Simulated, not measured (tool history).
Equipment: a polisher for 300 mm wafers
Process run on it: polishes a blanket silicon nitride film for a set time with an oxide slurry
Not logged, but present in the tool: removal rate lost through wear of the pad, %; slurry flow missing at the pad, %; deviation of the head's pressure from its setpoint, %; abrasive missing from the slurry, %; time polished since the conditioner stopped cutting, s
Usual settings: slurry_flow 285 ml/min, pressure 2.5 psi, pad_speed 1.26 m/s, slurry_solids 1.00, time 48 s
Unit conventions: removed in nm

run,hour,slurry_flow,pressure,pad_speed,slurry_solids,time,wafers since the last listed run,wafers polished on this pad,hours since the slurry nozzle was cleaned,hours since the head pressure was calibrated,hours since the slurry blender was calibrated,hours since the conditioning disc was replaced,"incoming thickness of the incoming film, nm",removed
1,0.0,285,2.2,1.26,1.00,48,0,1720,232.8,988.2,225.8,141.2,256.6,18.7
# hour 44.5: slurry nozzle cleaned
2,73.8,285,2.5,1.26,1.00,48,1093,2814,29.3,1062.0,299.6,215.0,258.5,20.6
# hour 76.0: slurry blender recalibrated
# hour 114.6: worn pad replaced by a new one
# hour 149.0: conditioning disc replaced and pad reconditioned
3,176.6,285,2.5,1.26,1.00,48,1424,901,132.1,1164.8,100.6,27.6,261.5,21.6
4,259.2,285,2.5,1.26,1.00,48,1241,2142,214.7,1247.4,183.2,110.2,256.7,21.5
# hour 276.5: slurry nozzle cleaned
5,297.0,285,2.5,1.26,1.00,48,552,2695,20.5,1285.2,221.0,148.0,264.4,21.1
# hour 326.5: slurry blender recalibrated
6,356.5,285,2.5,1.26,1.00,48,863,3559,80.0,1344.7,30.0,207.5,259.3,20.9
# hour 407.3: worn pad replaced by a new one
7,435.5,260,3.0,1.26,1.00,48,1126,422,159.0,1423.7,109.0,286.5,260.8,24.1
# hour 443.1: conditioning disc replaced and pad reconditioned
# hour 522.7: slurry nozzle cleaned
8,533.7,285,2.5,1.26,1.00,48,1430,1853,11.0,1521.9,207.2,90.6,260.5,21.2
9,578.5,285,2.5,1.26,1.00,48,673,2526,55.8,1566.7,252.0,135.4,261.5,21.2
# hour 587.3: head pressure recalibrated
# hour 612.2: slurry blender recalibrated
10,656.6,285,2.5,1.26,1.00,48,1113,3639,133.9,69.3,44.4,213.5,257.9,21.7
# hour 665.5: worn pad replaced by a new one
# hour 680.1: conditioning disc replaced and pad reconditioned
11,696.2,285,2.5,1.26,1.00,48,504,431,173.5,108.9,84.0,16.1,264.4,22.2
12,766.5,285,2.5,0.90,1.00,62,1056,1487,243.8,179.2,154.3,86.4,256.8,22.1
# hour 818.7: slurry nozzle cleaned
13,822.4,330,2.5,1.26,1.15,48,824,2312,3.7,235.1,210.2,142.3,257.2,23.4
14,863.0,375,2.5,1.62,1.00,48,609,2922,44.3,275.7,250.8,182.9,257.0,26.1
# hour 885.2: slurry blender recalibrated
# hour 921.7: conditioning disc replaced and pad reconditioned
# hour 953.0: worn pad replaced by a new one
15,965.4,285,2.5,1.26,1.00,48,1418,186,146.7,378.1,80.2,43.7,262.6,21.6
16,1038.7,195,2.9,1.08,1.00,63,1101,1287,220.0,451.4,153.5,117.0,256.6,28.0
# hour 1090.6: slurry nozzle cleaned
17,1106.4,285,2.1,1.26,1.20,59,1002,2289,15.8,519.1,221.2,184.7,257.7,23.8
# hour 1173.4: slurry blender recalibrated
18,1179.9,285,2.5,1.26,1.00,48,1074,3363,89.3,592.6,6.5,258.2,259.8,20.5
# hour 1228.6: conditioning disc replaced and pad reconditioned
# hour 1235.4: worn pad replaced by a new one
19,1248.8,285,2.8,1.26,0.85,54,945,201,158.2,661.5,75.4,20.2,261.8,24.4
20,1336.5,370,3.1,1.46,1.00,40,1317,1519,245.9,749.2,163.1,107.9,257.4,25.0

Forecast each of these 5 alternatives for the next run:
A,1336.9,285,2.5,1.26,1.00,48,6,1525,246.3,749.6,163.5,108.3,260.9,?
B,1336.9,285,2.5,1.52,1.00,48,6,1525,246.3,749.6,163.5,108.3,260.9,?
C,1336.9,205,2.5,1.66,1.15,39,6,1525,246.3,749.6,163.5,108.3,260.9,?
D,1336.9,285,2.1,1.66,1.00,48,6,1525,246.3,749.6,163.5,108.3,260.9,?
E,1336.9,285,2.5,1.46,1.15,48,6,1525,246.3,749.6,163.5,108.3,260.9,?

run,removed
A,21.1
B,24.5
C,22.3
D,22.1
E,25.4
Without the tool's unlogged condition, the same runs would have read:
run,removed
A,22.9
B,26.6
C,24.3
D,24.0
E,27.6
